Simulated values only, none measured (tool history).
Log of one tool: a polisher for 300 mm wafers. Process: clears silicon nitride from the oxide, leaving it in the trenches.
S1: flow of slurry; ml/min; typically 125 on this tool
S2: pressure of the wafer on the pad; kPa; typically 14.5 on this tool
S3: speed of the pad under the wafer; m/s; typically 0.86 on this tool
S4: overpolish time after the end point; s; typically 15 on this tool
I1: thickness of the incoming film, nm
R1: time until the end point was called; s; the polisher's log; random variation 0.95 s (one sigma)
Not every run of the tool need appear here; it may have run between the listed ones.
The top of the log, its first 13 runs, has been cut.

run,hour,S1,S2,S3,S4,I1,R1
14,180.0,85,11.7,0.72,22,69.9,170.2
15,190.6,125,14.5,0.86,15,70.8,118.8
16,206.3,125,14.5,0.86,15,70.7,118.7
17,217.3,115,17.9,0.96,24,69.5,88.6
# hour 226.6: slurry nozzle cleaned
18,234.3,125,14.5,0.86,15,70.4,116.5
19,242.3,125,14.5,0.86,15,70.3,117.0
20,250.7,165,14.5,0.58,18,70.7,158.3
21,259.8,125,14.5,0.86,15,69.2,115.2
22,270.6,140,17.2,0.86,15,70.4,101.2
# hour 276.4: worn pad replaced by a new one
23,285.0,125,11.7,0.86,9,70.0,138.3
24,299.0,125,14.5,0.86,15,70.2,116.4
25,313.3,125,14.5,0.86,15,70.0,116.4
26,326.3,125,14.5,1.02,8,70.6,102.0
27,332.7,125,14.5,0.86,10,69.9,114.8
28,350.0,125,14.5,1.00,20,69.1,99.6
29,360.8,115,9.7,0.86,15,69.9,161.2
30,371.1,125,14.5,0.86,7,70.0,116.1
31,377.7,125,14.5,0.86,23,70.9,118.3
32,394.2,160,12.4,1.04,10,69.4,106.4
33,407.1,125,14.5,0.86,15,69.1,115.2
# hour 412.7: worn pad replaced by a new one
34,423.9,170,14.5,0.86,15,70.2,113.6
35,437.1,125,10.3,0.62,21,69.3,197.1
36,447.2,125,14.5,0.86,23,69.5,116.8

Here are 5 independent what-if runs from the current tool condition. What would each one return?
A,447.7,155,14.5,0.86,15,70.2,?
B,447.7,165,14.5,1.08,15,70.2,?
C,447.7,125,18.6,0.86,15,70.2,?
D,447.7,125,9.7,0.86,19,70.2,?
E,447.7,125,13.1,0.86,21,70.2,?

run,R1
A,113.1
B,91.8
C,94.6
D,157.7
E,125.5
What these runs would have given with no unlogged condition in the tool:
run,R1
A,113.1
B,91.8
C,94.6
D,157.7
E,125.5
